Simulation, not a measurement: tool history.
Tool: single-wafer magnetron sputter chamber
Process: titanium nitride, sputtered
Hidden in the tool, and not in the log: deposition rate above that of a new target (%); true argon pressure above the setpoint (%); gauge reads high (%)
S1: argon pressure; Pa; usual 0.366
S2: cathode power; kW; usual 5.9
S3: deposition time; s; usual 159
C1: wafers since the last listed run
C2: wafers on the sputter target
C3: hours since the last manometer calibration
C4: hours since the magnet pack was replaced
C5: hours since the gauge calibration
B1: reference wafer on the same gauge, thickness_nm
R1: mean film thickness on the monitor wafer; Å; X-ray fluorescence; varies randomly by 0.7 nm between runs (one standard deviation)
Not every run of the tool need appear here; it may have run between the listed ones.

run 1 hour=0 | S1=0.366 S2=6.2 S3=159 | C1=0 C2=2232 C3=200.4 C4=8627.4 C5=861 | B1=213.977 | R1=1862.72
run 2 hour=55.4 | S1=0.284 S2=5.9 S3=159 | C1=340 C2=2572 C3=255.8 C4=8682.8 C5=916.4 | B1=213.817 | R1=1866.38
run 3 hour=80 | S1=0.366 S2=5.9 S3=159 | C1=151 C2=2723 C3=280.4 C4=8707.4 C5=941 | B1=213.691 | R1=1791.1
run 4 hour=129.2 | S1=0.366 S2=5.9 S3=159 | C1=302 C2=3025 C3=329.6 C4=8756.6 C5=990.2 | B1=214.037 | R1=1800.18
run 5 hour=199.5 | S1=0.366 S2=5.9 S3=159 | C1=431 C2=3457 C3=399.9 C4=8826.9 C5=1060.5 | B1=214.087 | R1=1788.46
run 6 hour=249.7 | S1=0.456 S2=5.9 S3=159 | C1=308 C2=3765 C3=450.1 C4=8877.1 C5=1110.7 | B1=213.919 | R1=1722.04
run 7 hour=282.5 | S1=0.456 S2=5.9 S3=159 | C1=201 C2=3966 C3=482.9 C4=8909.9 C5=1143.5 | B1=213.856 | R1=1716.51
run 8 hour=342.5 | S1=0.456 S2=5.9 S3=159 | C1=368 C2=4335 C3=542.9 C4=8969.9 C5=1203.5 | B1=214.01 | R1=1714.35
run 9 hour=409.8 | S1=0.366 S2=5.9 S3=159 | C1=413 C2=4748 C3=610.2 C4=9037.2 C5=1270.8 | B1=213.903 | R1=1771.6
run 10 hour=479.5 | S1=0.366 S2=5.9 S3=159 | C1=427 C2=5176 C3=679.9 C4=9106.9 C5=1340.5 | B1=214.032 | R1=1767.21
run 11 hour=519.8 | S1=0.366 S2=5.1 S3=159 | C1=247 C2=5423 C3=720.2 C4=9147.2 C5=1380.8 | B1=214.12 | R1=1589.37
-- hour=535.1 sputter target and shields replaced
run 12 hour=572.5 | S1=0.465 S2=5.9 S3=145 | C1=274 C2=229 C3=772.9 C4=9199.9 C5=1433.5 | B1=213.908 | R1=1591.64
run 13 hour=602.3 | S1=0.261 S2=5.45 S3=167 | C1=182 C2=412 C3=802.7 C4=9229.7 C5=1463.3 | B1=214.007 | R1=1871.72
run 14 hour=627.4 | S1=0.366 S2=4.55 S3=159 | C1=154 C2=566 C3=827.8 C4=9254.8 C5=1488.4 | B1=213.885 | R1=1511.33
run 15 hour=692.9 | S1=0.471 S2=5.3 S3=185 | C1=402 C2=968 C3=893.3 C4=9320.3 C5=1553.9 | B1=213.791 | R1=1856
-- hour=720.6 magnet pack replaced
run 16 hour=749.5 | S1=0.366 S2=5.9 S3=159 | C1=298 C2=1267 C3=949.9 C4=28.9 C5=1610.5 | B1=214.132 | R1=1791.97
run 17 hour=809.6 | S1=0.366 S2=5.9 S3=159 | C1=368 C2=1636 C3=1010 C4=89 C5=1670.6 | B1=213.819 | R1=1782.52
run 18 hour=836.2 | S1=0.366 S2=6.65 S3=159 | C1=163 C2=1799 C3=1036.6 C4=115.6 C5=1697.2 | B1=213.993 | R1=1944.12
run 19 hour=871.7 | S1=0.366 S2=5.9 S3=159 | C1=217 C2=2017 C3=1072.1 C4=151.1 C5=1732.7 | B1=214.124 | R1=1777.25
-- hour=890.9 gauge calibrated
run 20 hour=914.1 | S1=0.452 S2=6.6 S3=183 | C1=260 C2=2277 C3=1114.5 C4=193.5 C5=23.2 | B1=213.993 | R1=2150.78
run 21 hour=951.9 | S1=0.276 S2=5.9 S3=142 | C1=232 C2=2509 C3=1152.3 C4=231.3 C5=61 | B1=213.972 | R1=1659.42
run 22 hour=999.5 | S1=0.366 S2=5.2 S3=159 | C1=292 C2=2802 C3=1199.9 C4=278.9 C5=108.6 | B1=213.884 | R1=1614.02
run 23 hour=1043 | S1=0.366 S2=5.9 S3=177 | C1=267 C2=3069 C3=1243.4 C4=322.4 C5=152.1 | B1=213.987 | R1=1982.34
run 24 hour=1073.6 | S1=0.301 S2=4.55 S3=159 | C1=187 C2=3256 C3=1274 C4=353 C5=182.7 | B1=213.988 | R1=1508.51
-- hour=1086.6 capacitance manometer re-zeroed and calibrated
run 25 hour=1139.6 | S1=0.366 S2=5.9 S3=132 | C1=356 C2=3613 C3=53 C4=419 C5=248.7 | B1=214.021 | R1=1483.38
run 26 hour=1188.4 | S1=0.234 S2=5.9 S3=159 | C1=299 C2=3912 C3=101.8 C4=467.8 C5=297.5 | B1=213.919 | R1=1874.03
run 27 hour=1231.8 | S1=0.287 S2=6.4 S3=174 | C1=266 C2=4179 C3=145.2 C4=511.2 C5=340.9 | B1=213.793 | R1=2139.95
-- hour=1292.3 sputter target and shields replaced
run 28 hour=1292.8 | S1=0.235 S2=7.15 S3=148 | C1=325 C2=3 C3=206.2 C4=572.2 C5=401.9 | B1=214.138 | R1=2060.29
run 29 hour=1317.7 | S1=0.366 S2=5.9 S3=159 | C1=152 C2=156 C3=231.1 C4=597.1 C5=426.8 | B1=214.192 | R1=1817.79
run 30 hour=1362.2 | S1=0.301 S2=7.15 S3=159 | C1=273 C2=429 C3=275.6 C4=641.6 C5=471.3 | B1=214.117 | R1=2137.33
run 31 hour=1397.9 | S1=0.366 S2=5.9 S3=174 | C1=219 C2=648 C3=311.3 C4=677.3 C5=507 | B1=214.032 | R1=1991.66
run 32 hour=1465.6 | S1=0.308 S2=5 S3=159 | C1=415 C2=1064 C3=379 C4=745 C5=574.7 | B1=213.934 | R1=1633.89
run 33 hour=1508.9 | S1=0.366 S2=5.2 S3=159 | C1=265 C2=1330 C3=422.3 C4=788.3 C5=618 | B1=214.129 | R1=1661.57
run 34 hour=1542.5 | S1=0.233 S2=5.9 S3=184 | C1=206 C2=1536 C3=455.9 C4=821.9 C5=651.6 | B1=213.633 | R1=2199.09

What differs in the tool's unlogged condition from the final listed run ahead of each entry between runs to the first listed run following it?
From run 11 to run 12: sputter target and shields replaced (hour 535.1)
  deposition rate above that of a new target (%): -2.92 -> -0.158; true argon pressure above the setpoint (%): 3.86 -> 4.51
  measured minus no-state result, R1: -57.14 -> -16.03 Å
From run 15 to run 16: magnet pack replaced (hour 720.6)
  deposition rate above that of a new target (%): -0.545 -> -0.727; true argon pressure above the setpoint (%): 6.17 -> 7.03
  measured minus no-state result, R1: -32.1 -> -31.83 Å
From run 19 to run 20: gauge calibrated (hour 890.9)
  deposition rate above that of a new target (%): -1.12 -> -1.26; true argon pressure above the setpoint (%): 9.07 -> 9.84
  measured minus no-state result, R1: -44.19 -> -66.6 Å
From run 24 to run 25: capacitance manometer re-zeroed and calibrated (hour 1086.6)
  deposition rate above that of a new target (%): -1.77 -> -1.98; true argon pressure above the setpoint (%): 13 -> -0.497
  measured minus no-state result, R1: -51.17 -> -28.87 Å
From run 27 to run 28: sputter target and shields replaced (hour 1292.3)
  deposition rate above that of a new target (%): -2.28 -> -0.337; true argon pressure above the setpoint (%): -0.346 -> -0.169
  measured minus no-state result, R1: -49 -> -6.65 Å
